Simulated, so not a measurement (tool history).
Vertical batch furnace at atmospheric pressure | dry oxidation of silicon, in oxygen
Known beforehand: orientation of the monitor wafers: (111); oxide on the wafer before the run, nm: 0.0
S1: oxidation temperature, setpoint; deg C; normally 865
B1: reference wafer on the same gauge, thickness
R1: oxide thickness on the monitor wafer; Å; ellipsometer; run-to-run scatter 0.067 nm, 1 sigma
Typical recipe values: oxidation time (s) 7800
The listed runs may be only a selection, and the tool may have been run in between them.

Run 1, day 0: usual settings; B1 31.2. Result: R1 335.8 Å.
Run 2, day 0.854: usual settings; B1 31.21. Result: R1 337.4 Å.
Run 3, day 1.496: usual settings but S1 880 deg C; B1 31.19. Result: R1 394.1 Å.
Run 4, day 2.421: usual settings; B1 31.21. Result: R1 337.7 Å.
Run 5, day 3.267: usual settings but S1 871 deg C; B1 31.21. Result: R1 358.5 Å.
Run 6, day 3.808: usual settings but S1 871 deg C; B1 31.19. Result: R1 358.5 Å.
Run 7, day 4.367: usual settings but S1 871 deg C; B1 31.19. Result: R1 358.1 Å.
Run 8, day 4.725: usual settings; B1 31.2. Result: R1 335.2 Å.
Run 9, day 5.167: usual settings but oxidation time (s) 9270; B1 31.19. Result: R1 380.1 Å.
Run 10, day 5.875: usual settings but oxidation time (s) 9270; B1 31.18. Result: R1 377.6 Å.
Run 11, day 6.838: usual settings; B1 31.2. Result: R1 336.5 Å.
Run 12, day 9.742: usual settings; B1 31.2. Result: R1 336.2 Å.
Run 13, day 10.579: usual settings; B1 31.19. Result: R1 337.4 Å.
Run 14, day 11.338: usual settings; B1 31.2. Result: R1 335.1 Å.
Run 15, day 11.821: usual settings; B1 31.2. Result: R1 336.1 Å.
Run 16, day 12.217: usual settings; B1 31.21. Result: R1 336.1 Å.
Run 17, day 13.075: usual settings; B1 31.2. Result: R1 337.1 Å.
At day 14.571: boat lift adjusted.
Run 18, day 14.592: usual settings but S1 888 deg C, oxidation time (s) 10560; B1 31.19. Result: R1 530.1 Å.
Run 19, day 14.829: usual settings but S1 876 deg C, oxidation time (s) 10110; B1 31.2. Result: R1 453.4 Å.
Run 20, day 15.292: usual settings but S1 858 deg C, oxidation time (s) 9210; B1 31.2. Result: R1 350.3 Å.
Run 21, day 16.058: usual settings; B1 31.19. Result: R1 337.3 Å.
Run 22, day 16.421: usual settings but S1 885 deg C, oxidation time (s) 6720; B1 31.19. Result: R1 376.2 Å.
Run 23, day 16.888: usual settings but S1 840 deg C, oxidation time (s) 5580; B1 31.21. Result: R1 201.6 Å.
Run 24, day 17.471: usual settings but S1 853 deg C, oxidation time (s) 11550; B1 31.21. Result: R1 388.9 Å.
Run 25, day 17.9: usual settings but S1 846 deg C, oxidation time (s) 6600; B1 31.21. Result: R1 243.5 Å.
At day 19.088: gauge calibrated.
At day 20.579: thermocouples replaced and temperature profile calibrated.
Run 26, day 20.6: usual settings; B1 31.2. Result: R1 319.8 Å.
Run 27, day 20.95: usual settings but S1 853 deg C, oxidation time (s) 5730; B1 31.2. Result: R1 226 Å.
Run 28, day 21.892: usual settings but S1 859 deg C; B1 31.19. Result: R1 299.5 Å.
Run 29, day 22.612: usual settings but S1 886 deg C, oxidation time (s) 10860; B1 31.21. Result: R1 505 Å.
Run 30, day 23.529: usual settings but S1 858 deg C, oxidation time (s) 6750; B1 31.19. Result: R1 269.3 Å.
Run 31, day 24.704: usual settings; B1 31.21. Result: R1 321.3 Å.
Run 32, day 25.492: usual settings but S1 871 deg C; B1 31.2. Result: R1 342.7 Å.
Run 33, day 26.225: usual settings; B1 31.2. Result: R1 322.7 Å.
Run 34, day 27.117: usual settings but S1 844 deg C, oxidation time (s) 10140; B1 31.21. Result: R1 306.5 Å.
Run 35, day 27.471: usual settings but S1 858 deg C, oxidation time (s) 10470; B1 31.19. Result: R1 366.4 Å.

3 options for the next run, each taken on its own from the tool as it stands now. Forecast them:
Run A, day 27.708: usual settings but oxidation time (s) 9900; B1 ?. Result: R1 ?.
Run B, day 27.708: usual settings but oxidation time (s) 6720; B1 ?. Result: R1 ?.
Run C, day 27.708: usual settings but S1 876 deg C, oxidation time (s) 9120; B1 ?. Result: R1 ?.

run     B1     R1
  A  31.21  380.4
  B  31.21  290.4
  C  31.21  404.1
The same runs, with their run-to-run variation unchanged, on a tool lacking any hidden condition would have given:
run     R1
  A  376.1
  B  287.1
  C  399.6

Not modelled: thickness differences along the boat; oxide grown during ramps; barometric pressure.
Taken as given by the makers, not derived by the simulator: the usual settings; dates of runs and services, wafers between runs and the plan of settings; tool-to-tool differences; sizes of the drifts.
